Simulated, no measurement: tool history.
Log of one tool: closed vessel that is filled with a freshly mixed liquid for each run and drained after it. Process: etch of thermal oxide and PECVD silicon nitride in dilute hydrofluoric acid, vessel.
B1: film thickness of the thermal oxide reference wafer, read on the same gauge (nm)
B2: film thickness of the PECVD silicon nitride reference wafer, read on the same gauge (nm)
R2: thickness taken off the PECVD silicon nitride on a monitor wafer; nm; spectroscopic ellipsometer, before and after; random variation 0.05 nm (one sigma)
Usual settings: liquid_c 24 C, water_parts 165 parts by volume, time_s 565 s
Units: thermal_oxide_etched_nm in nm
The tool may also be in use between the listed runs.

{"run": 1, "hour": 0.0, "liquid_c": 24, "water_parts": 165, "time_s": 565, "B1": 100.05, "B2": 150.01, "thermal_oxide_etched_nm": 14.45, "R2": 6.75}
{"run": 2, "hour": 17.9, "liquid_c": 24, "water_parts": 165, "time_s": 565, "B1": 99.98, "B2": 150.01, "thermal_oxide_etched_nm": 14.47, "R2": 6.71}
{"run": 3, "hour": 26.4, "liquid_c": 24, "water_parts": 165, "time_s": 565, "B1": 99.98, "B2": 150.01, "thermal_oxide_etched_nm": 14.23, "R2": 6.7}
{"run": 4, "hour": 44.2, "liquid_c": 24, "water_parts": 165, "time_s": 565, "B1": 100, "B2": 150.03, "thermal_oxide_etched_nm": 14.3, "R2": 6.68}
{"run": 5, "hour": 57.9, "liquid_c": 24, "water_parts": 165, "time_s": 565, "B1": 99.99, "B2": 150.02, "thermal_oxide_etched_nm": 14.15, "R2": 6.66}
{"run": 6, "hour": 71.0, "liquid_c": 24, "water_parts": 165, "time_s": 565, "B1": 100.01, "B2": 150.03, "thermal_oxide_etched_nm": 14.22, "R2": 6.6}
{"hour": 74.1, "done": "hydrofluoric acid flow meter replaced"}
{"run": 7, "hour": 77.7, "liquid_c": 24, "water_parts": 165, "time_s": 565, "B1": 100.01, "B2": 150.01, "thermal_oxide_etched_nm": 14.35, "R2": 6.52}
{"hour": 89.2, "done": "thermometer replaced"}
{"run": 8, "hour": 95.1, "liquid_c": 24, "water_parts": 140, "time_s": 565, "B1": 99.99, "B2": 150.04, "thermal_oxide_etched_nm": 18.89, "R2": 8.96}
{"hour": 98.9, "done": "gauge calibrated"}
{"run": 9, "hour": 105.1, "liquid_c": 24, "water_parts": 145, "time_s": 565, "B1": 100.02, "B2": 150.07, "thermal_oxide_etched_nm": 18.08, "R2": 8.44}
{"run": 10, "hour": 119.9, "liquid_c": 24, "water_parts": 165, "time_s": 565, "B1": 99.94, "B2": 149.97, "thermal_oxide_etched_nm": 15.47, "R2": 7.49}
{"run": 11, "hour": 126.4, "liquid_c": 24, "water_parts": 165, "time_s": 310, "B1": 99.98, "B2": 149.98, "thermal_oxide_etched_nm": 8.42, "R2": 4.07}
{"run": 12, "hour": 137.1, "liquid_c": 19.5, "water_parts": 240, "time_s": 275, "B1": 100.02, "B2": 149.99, "thermal_oxide_etched_nm": 4.01, "R2": 1.87}
{"run": 13, "hour": 150.4, "liquid_c": 21.5, "water_parts": 195, "time_s": 850, "B1": 99.98, "B2": 150.01, "thermal_oxide_etched_nm": 17.14, "R2": 8.09}
{"run": 14, "hour": 161.7, "liquid_c": 22, "water_parts": 225, "time_s": 760, "B1": 100.04, "B2": 150.04, "thermal_oxide_etched_nm": 13.06, "R2": 6.51}
{"run": 15, "hour": 174.0, "liquid_c": 24, "water_parts": 165, "time_s": 565, "B1": 99.93, "B2": 149.94, "thermal_oxide_etched_nm": 15.12, "R2": 7.39}
{"run": 16, "hour": 180.4, "liquid_c": 27, "water_parts": 165, "time_s": 565, "B1": 100.02, "B2": 150, "thermal_oxide_etched_nm": 17.18, "R2": 8.76}
{"run": 17, "hour": 197.0, "liquid_c": 24, "water_parts": 95, "time_s": 250, "B1": 100.01, "B2": 149.98, "thermal_oxide_etched_nm": 12.6, "R2": 5.5}
{"run": 18, "hour": 208.3, "liquid_c": 22, "water_parts": 225, "time_s": 760, "B1": 99.97, "B2": 150, "thermal_oxide_etched_nm": 13.28, "R2": 6.35}

The same runs without the tool's hidden state, with the same run-to-run variation:
The hidden state here: liquid colder than its thermometer reads (K); hydrofluoric acid flow below the setpoint (%); gauge reads high (%).
run=1 thermal_oxide_etched_nm=15.58 R2=7.67
run=2 thermal_oxide_etched_nm=15.66 R2=7.67
run=3 thermal_oxide_etched_nm=15.42 R2=7.67
run=4 thermal_oxide_etched_nm=15.55 R2=7.7
run=5 thermal_oxide_etched_nm=15.41 R2=7.7
run=6 thermal_oxide_etched_nm=15.52 R2=7.66
run=7 thermal_oxide_etched_nm=15.69 R2=7.58
run=8 thermal_oxide_etched_nm=19.04 R2=9.09
run=9 thermal_oxide_etched_nm=18.26 R2=8.58
run=10 thermal_oxide_etched_nm=15.67 R2=7.65
run=11 thermal_oxide_etched_nm=8.54 R2=4.17
run=12 thermal_oxide_etched_nm=4.08 R2=1.92
run=13 thermal_oxide_etched_nm=17.45 R2=8.34
run=14 thermal_oxide_etched_nm=13.32 R2=6.73
run=15 thermal_oxide_etched_nm=15.46 R2=7.67
run=16 thermal_oxide_etched_nm=17.57 R2=9.1
run=17 thermal_oxide_etched_nm=12.94 R2=5.75
run=18 thermal_oxide_etched_nm=13.65 R2=6.66
